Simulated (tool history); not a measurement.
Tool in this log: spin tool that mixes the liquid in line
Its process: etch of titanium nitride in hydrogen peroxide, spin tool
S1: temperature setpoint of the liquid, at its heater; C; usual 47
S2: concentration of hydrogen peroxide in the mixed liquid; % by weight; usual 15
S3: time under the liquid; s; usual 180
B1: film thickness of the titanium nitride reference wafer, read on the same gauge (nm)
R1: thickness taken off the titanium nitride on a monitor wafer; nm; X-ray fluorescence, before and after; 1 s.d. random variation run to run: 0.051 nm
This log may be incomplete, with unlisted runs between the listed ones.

run   hour    S1    S2   S3     B1     R1
  1      0    47    15  180  70.05   6.34
       6.2  -- new drum of peroxide connected
  2    6.7    47    15  180  69.95   6.37
  3     24    47    15  180  70.01   6.53
  4   31.4  50.5  12.5  180  69.99   7.87
      39.4  -- thermometer replaced
  5   80.5  50.5  12.5  180  70.02   8.67
  6   90.8    47    15  180  69.99   7.14
     103.5  -- peroxide flow meter replaced
  7    104  56.5  13.5  130  69.97   9.72
  8  117.5    56    15  180  69.99  13.36
     120.5  -- heated supply line repaired
  9  130.4  50.5  12.5  180  69.98   8.69
     133.4  -- thermometer replaced, repeated, since the last time left the tool worse
 10    138    47    15  180     70   5.77
 11  145.4    55    12  230  70.05  12.63
 12  158.1    40    13  180  69.98   3.32
 13  167.5    47    15   80     70   2.58
 14    178  40.5  19.5  180  70.05   3.74
 15  190.5    39    15  180     70   3.17
 16  196.8    47    15  180     70   5.78
 17  204.4    50  12.5  230  69.98   8.79
     206.2  -- gauge calibrated
 18  248.4    47    12  180  69.98   5.57
 19    256    47    15  255  70.05   8.34
 20  269.6    47    15  180  70.02   5.92
 21    282    47    15  120  69.99   3.94
 22  296.6  37.5    15  180  69.98   2.82
 23  312.2    47    15  180  70.03   5.86
 24  326.3    47    18  180  69.98    6.2

Here are 5 independent what-if runs from the current tool condition. What would each one return?
  A  326.8    47    15  180   ?   ?
  B  326.8    47    16  180   ?   ?
  C  326.8  51.5  12.5  105   ?   ?
  D  326.8    47    15  240   ?   ?
  E  326.8    43  13.5   95   ?   ?

run     B1    R1
  A  69.94  5.93
  B  69.94  6.02
  C  69.94  4.61
  D  69.94  7.91
  E  69.94  2.28
Had the tool no hidden state, the same runs would have come out as:
run    R1
  A  5.64
  B  5.72
  C  4.39
  D  7.53
  E  2.16
